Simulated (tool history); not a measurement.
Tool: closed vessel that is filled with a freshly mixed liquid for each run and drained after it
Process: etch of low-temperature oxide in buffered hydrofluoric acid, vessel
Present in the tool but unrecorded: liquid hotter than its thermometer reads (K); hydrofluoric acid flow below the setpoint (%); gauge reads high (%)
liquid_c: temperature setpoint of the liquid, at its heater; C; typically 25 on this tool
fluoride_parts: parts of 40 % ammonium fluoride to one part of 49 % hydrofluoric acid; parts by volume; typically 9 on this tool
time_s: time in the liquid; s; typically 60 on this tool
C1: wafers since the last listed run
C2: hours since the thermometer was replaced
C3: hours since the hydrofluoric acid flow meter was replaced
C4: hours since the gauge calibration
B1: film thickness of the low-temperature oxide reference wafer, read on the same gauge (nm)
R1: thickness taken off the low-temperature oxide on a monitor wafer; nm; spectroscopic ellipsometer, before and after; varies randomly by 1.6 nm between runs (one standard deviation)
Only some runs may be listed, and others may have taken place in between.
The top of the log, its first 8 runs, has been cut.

Run 9, hour 519.9: usual settings; C1 7080; C2 623.9; C3 1261.5; C4 2554.7; B1 80.02. Result: R1 288.09 nm.
Run 10, hour 591.9: usual settings; C1 9054; C2 695.9; C3 1333.5; C4 2626.7; B1 80.03. Result: R1 288.43 nm.
Run 11, hour 627.9: usual settings; C1 4527; C2 731.9; C3 1369.5; C4 2662.7; B1 79.99. Result: R1 287.75 nm.
Run 12, hour 679: usual settings but fluoride_parts 11 parts by volume; C1 6426; C2 783; C3 1420.6; C4 2713.8; B1 79.99. Result: R1 244.1 nm.
Run 13, hour 717.9: usual settings but time_s 50 s; C1 4891; C2 821.9; C3 1459.5; C4 2752.7; B1 79.97. Result: R1 244.4 nm.
Run 14, hour 825: usual settings but time_s 50 s; C1 13468; C2 929; C3 1566.6; C4 2859.8; B1 80.01. Result: R1 243.88 nm.
Run 15, hour 886.4: usual settings; C1 7721; C2 990.4; C3 1628; C4 2921.2; B1 80. Result: R1 293.67 nm.
Run 16, hour 991.9: usual settings but liquid_c 26 C; C1 13267; C2 1095.9; C3 1733.5; C4 3026.7; B1 80.02. Result: R1 312.5 nm.
Run 17, hour 1046.2: usual settings; C1 6828; C2 1150.2; C3 1787.8; C4 3081; B1 79.99. Result: R1 298.36 nm.
At hour 1102.6: gauge calibrated.
Run 18, hour 1150.1: usual settings but liquid_c 28.5 C, time_s 75 s; C1 13066; C2 1254.1; C3 1891.7; C4 47.5; B1 80.02. Result: R1 444.21 nm.
Run 19, hour 1223.7: usual settings but liquid_c 29.5 C, fluoride_parts 7 parts by volume, time_s 75 s; C1 9255; C2 1327.7; C3 1965.3; C4 121.1; B1 79.96. Result: R1 602.74 nm.
At hour 1312.5: thermometer replaced.
Run 20, hour 1313: usual settings but fluoride_parts 11.5 parts by volume; C1 11104; C2 0.5; C3 2054.6; C4 210.4; B1 79.99. Result: R1 223.85 nm.
Run 21, hour 1381.9: usual settings but liquid_c 28.5 C, time_s 40 s; C1 8664; C2 69.4; C3 2123.5; C4 279.3; B1 79.98. Result: R1 228.35 nm.
Run 22, hour 1423.3: usual settings but liquid_c 22 C; C1 5206; C2 110.8; C3 2164.9; C4 320.7; B1 80. Result: R1 239.37 nm.
Run 23, hour 1485.6: usual settings but fluoride_parts 8 parts by volume, time_s 50 s; C1 7834; C2 173.1; C3 2227.2; C4 383; B1 79.96. Result: R1 261.66 nm.
Run 24, hour 1553.3: usual settings but liquid_c 29 C, time_s 75 s; C1 8513; C2 240.8; C3 2294.9; C4 450.7; B1 80.01. Result: R1 437.45 nm.
Run 25, hour 1600.4: usual settings but liquid_c 27.5 C, fluoride_parts 8 parts by volume; C1 5923; C2 287.9; C3 2342; C4 497.8; B1 79.97. Result: R1 360.14 nm.
Run 26, hour 1706.8: usual settings but fluoride_parts 12.5 parts by volume, time_s 50 s; C1 13380; C2 394.3; C3 2448.4; C4 604.2; B1 80.04. Result: R1 174.54 nm.
Run 27, hour 1786.9: usual settings but fluoride_parts 12 parts by volume, time_s 90 s; C1 10073; C2 474.4; C3 2528.5; C4 684.3; B1 80. Result: R1 331.68 nm.
At hour 1876: hydrofluoric acid flow meter replaced.
Run 28, hour 1885.7: usual settings; C1 12299; C2 573.2; C3 9.7; C4 783.1; B1 79.99. Result: R1 300.35 nm.
Run 29, hour 1977.3: usual settings but liquid_c 26.5 C, fluoride_parts 12 parts by volume, time_s 85 s; C1 11519; C2 664.8; C3 101.3; C4 874.7; B1 80.01. Result: R1 363.13 nm.
Run 30, hour 2016: usual settings but liquid_c 29 C; C1 4866; C2 703.5; C3 140; C4 913.4; B1 79.98. Result: R1 371.08 nm.
Run 31, hour 2077.4: usual settings but liquid_c 20.5 C, fluoride_parts 10.5 parts by volume, time_s 35 s; C1 7721; C2 764.9; C3 201.4; C4 974.8; B1 80. Result: R1 122.43 nm.
Run 32, hour 2155: usual settings but time_s 30 s; C1 9758; C2 842.5; C3 279; C4 1052.4; B1 80.01. Result: R1 152.3 nm.
Run 33, hour 2427.6: usual settings but liquid_c 21.5 C, fluoride_parts 11 parts by volume, time_s 85 s; C1 34281; C2 1115.1; C3 551.6; C4 1325; B1 79.98. Result: R1 306.89 nm.

Forecast each of these 3 alternatives for the next run:
Run A, hour 2428.3: usual settings; C1 88; C2 1115.8; C3 552.3; C4 1325.7; B1 ?. Result: R1 ?.
Run B, hour 2428.3: usual settings but fluoride_parts 11 parts by volume, time_s 30 s; C1 88; C2 1115.8; C3 552.3; C4 1325.7; B1 ?. Result: R1 ?.
Run C, hour 2428.3: usual settings but liquid_c 22.5 C, fluoride_parts 11.5 parts by volume, time_s 50 s; C1 88; C2 1115.8; C3 552.3; C4 1325.7; B1 ?. Result: R1 ?.

run     B1      R1
  A  80.03  306.64
  B  80.03  130.18
  C  80.03  181.49
With no hidden state in the tool, these same runs would have given:
run      R1
  A  283.36
  B  120.85
  C  168.25
